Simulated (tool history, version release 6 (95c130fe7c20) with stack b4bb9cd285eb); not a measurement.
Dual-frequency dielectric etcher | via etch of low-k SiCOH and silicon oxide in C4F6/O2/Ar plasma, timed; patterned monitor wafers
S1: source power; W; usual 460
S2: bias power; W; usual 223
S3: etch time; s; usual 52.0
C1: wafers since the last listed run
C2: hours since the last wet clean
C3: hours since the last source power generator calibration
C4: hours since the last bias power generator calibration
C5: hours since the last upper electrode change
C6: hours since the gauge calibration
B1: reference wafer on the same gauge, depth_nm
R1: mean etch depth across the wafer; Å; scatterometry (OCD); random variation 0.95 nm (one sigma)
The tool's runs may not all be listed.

Run 1, hour 0.0: usual settings; C1 0; C2 3.7; C3 2103.0; C4 1156.3; C5 2200.4; C6 635.4; B1 130.8. Result: R1 1586 Å.
Run 2, hour 101.3: usual settings; C1 1320; C2 105.0; C3 2204.3; C4 1257.6; C5 2301.7; C6 736.7; B1 130.8. Result: R1 1600 Å.
Run 3, hour 171.0: usual settings; C1 908; C2 174.7; C3 2274.0; C4 1327.3; C5 2371.4; C6 806.4; B1 131.0. Result: R1 1612 Å.
Run 4, hour 257.4: usual settings; C1 1126; C2 261.1; C3 2360.4; C4 1413.7; C5 2457.8; C6 892.8; B1 131.0. Result: R1 1627 Å.
Run 5, hour 300.0: usual settings; C1 555; C2 303.7; C3 2403.0; C4 1456.3; C5 2500.4; C6 935.4; B1 131.1. Result: R1 1635 Å.
Run 6, hour 344.7: usual settings; C1 582; C2 348.4; C3 2447.7; C4 1501.0; C5 2545.1; C6 980.1; B1 131.3. Result: R1 1661 Å.
Run 7, hour 410.4: usual settings but S2 236 W; C1 856; C2 414.1; C3 2513.4; C4 1566.7; C5 2610.8; C6 1045.8; B1 130.8. Result: R1 1676 Å.
Run 8, hour 478.0: usual settings but S2 236 W; C1 881; C2 481.7; C3 2581.0; C4 1634.3; C5 2678.4; C6 1113.4; B1 131.0. Result: R1 1704 Å.
At hour 516.7: wet clean of the chamber.
Run 9, hour 518.8: usual settings but S2 236 W; C1 219; C2 2.1; C3 2621.8; C4 1675.1; C5 2719.2; C6 1154.2; B1 130.9. Result: R1 1635 Å.
Run 10, hour 625.4: usual settings; C1 1389; C2 108.7; C3 2728.4; C4 1781.7; C5 2825.8; C6 1260.8; B1 131.1. Result: R1 1641 Å.
At hour 687.5: gauge calibrated.
Run 11, hour 700.2: usual settings; C1 975; C2 183.5; C3 2803.2; C4 1856.5; C5 2900.6; C6 12.7; B1 131.1. Result: R1 1641 Å.
Run 12, hour 929.3: usual settings but S2 276 W; C1 2986; C2 412.6; C3 3032.3; C4 2085.6; C5 3129.7; C6 241.8; B1 130.8. Result: R1 1778 Å.
Run 13, hour 1033.7: usual settings; C1 1361; C2 517.0; C3 3136.7; C4 2190.0; C5 3234.1; C6 346.2; B1 131.0. Result: R1 1696 Å.
At hour 1085.2: wet clean of the chamber.
At hour 1139.5: source power generator calibrated.
Run 14, hour 1140.9: usual settings but S1 510 W, S2 240 W, S3 45.5 s; C1 1032; C2 55.7; C3 1.4; C4 2297.2; C5 3341.3; C6 453.4; B1 131.1. Result: R1 1498 Å.
Run 15, hour 1208.2: usual settings; C1 877; C2 123.0; C3 68.7; C4 2364.5; C5 3408.6; C6 520.7; B1 130.9. Result: R1 1615 Å.
Run 16, hour 1278.3: usual settings but S2 171 W; C1 913; C2 193.1; C3 138.8; C4 2434.6; C5 3478.7; C6 590.8; B1 131.2. Result: R1 1521 Å.
Run 17, hour 1341.0: usual settings but S1 430 W; C1 817; C2 255.8; C3 201.5; C4 2497.3; C5 3541.4; C6 653.5; B1 131.2. Result: R1 1610 Å.
At hour 1395.4: bias power generator calibrated.
At hour 1445.4: upper electrode replaced, of another model than before.
Run 18, hour 1445.9: usual settings but S1 500 W, S2 207 W, S3 61.5 s; C1 1002; C2 360.7; C3 306.4; C4 50.5; C5 0.5; C6 758.4; B1 130.9. Result: R1 2048 Å.
Run 19, hour 1492.1: usual settings; C1 602; C2 406.9; C3 352.6; C4 96.7; C5 46.7; C6 804.6; B1 130.9. Result: R1 1655 Å.
At hour 1539.7: wet clean of the chamber.
Run 20, hour 1540.2: usual settings but S1 510 W, S2 240 W, S3 45.5 s; C1 314; C2 0.5; C3 400.7; C4 144.8; C5 94.8; C6 852.7; B1 130.9. Result: R1 1499 Å.
Run 21, hour 1633.3: usual settings but S1 380 W, S2 188 W, S3 65.0 s; C1 1213; C2 93.6; C3 493.8; C4 237.9; C5 187.9; C6 945.8; B1 131.1. Result: R1 1730 Å.
Run 22, hour 1707.4: usual settings but S1 490 W, S2 185 W, S3 62.0 s; C1 966; C2 167.7; C3 567.9; C4 312.0; C5 262.0; C6 1019.9; B1 130.8. Result: R1 1942 Å.
Run 23, hour 1794.0: usual settings but S1 580 W, S3 45.5 s; C1 1129; C2 254.3; C3 654.5; C4 398.6; C5 348.6; C6 1106.5; B1 130.8. Result: R1 1644 Å.
Run 24, hour 1842.4: usual settings but S1 380 W, S2 274 W, S3 38.0 s; C1 631; C2 302.7; C3 702.9; C4 447.0; C5 397.0; C6 1154.9; B1 131.1. Result: R1 1093 Å.
Run 25, hour 1942.1: usual settings but S1 360 W, S2 275 W; C1 1299; C2 402.4; C3 802.6; C4 546.7; C5 496.7; C6 1254.6; B1 131.1. Result: R1 1471 Å.

Forecast run 26:
Run 26, hour 2005.9: usual settings but S1 350 W, S2 266 W; C1 831; C2 466.2; C3 866.4; C4 610.5; C5 560.5; C6 1318.4; B1 ?. Result: R1 ?.

{"run 26": {"B1": 131.4, "R1": 1419}}
Without the tool's hidden state the same run would have given R1 1362 Å.
